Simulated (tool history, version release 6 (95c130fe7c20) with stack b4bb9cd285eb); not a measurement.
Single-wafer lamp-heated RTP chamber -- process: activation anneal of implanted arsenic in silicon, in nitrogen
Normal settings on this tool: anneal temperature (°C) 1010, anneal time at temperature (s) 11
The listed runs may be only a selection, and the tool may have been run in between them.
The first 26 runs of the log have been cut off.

run	hour	anneal temperature (°C)	anneal time at temperature (s)	wafers since the last listed run	wafers since the last pyrometer calibration	wafers since the reflector plate was cleaned	hours since the gauge calibration	read-back reference wafer on the same gauge, sheet resistance	sheet resistance of the implanted and annealed layer (ohm/square)
# hour 1500.8: pyrometer window cleaned and pyrometer calibrated
27	1543	1010	11	561	531	9797	2412.5	192.95	231.13
# hour 1547: gauge calibrated
28	1591.5	1010	11	610	1142	10408	44.5	193.02	230.74
29	1641.7	981	16	632	1774	11040	94.7	193.09	231.08
30	1698.8	1028	8	719	2493	11759	151.8	193.01	230.79
31	1767.5	1010	11	865	3358	12625	220.5	193	230.32
32	1810.5	985	15	541	3900	13166	263.5	192.99	231.45
33	1861.8	1010	11	646	4546	13813	314.8	193.04	230.27
# hour 1883.8: reflector plate cleaned
34	1894.7	1040	9	313	4860	137	347.7	193.05	227.76
# hour 1902.9: pyrometer window cleaned and pyrometer calibrated
35	1957	1037	8	683	681	821	410	193.02	230.02
36	1998.2	1010	11	518	1200	1340	451.2	193.09	230.43
37	2028.4	982	9	380	1581	1720	481.4	193.01	233.64

Forecast each of these 3 alternatives for the next run:
A	2028.8	1010	11	5	1586	1726	481.8	?	?
B	2028.8	980	5	5	1586	1726	481.8	?	?
C	2028.8	981	18	5	1586	1726	481.8	?	?

run	read-back reference wafer on the same gauge, sheet resistance	sheet resistance of the implanted and annealed layer (ohm/square)
A	193.11	231.17
B	193.11	235.15
C	193.11	231.65
Take away the tool's hidden state, keep each run's random variation, and the runs would have read:
run	sheet resistance of the implanted and annealed layer (ohm/square)
A	231.3
B	235.17
C	231.73
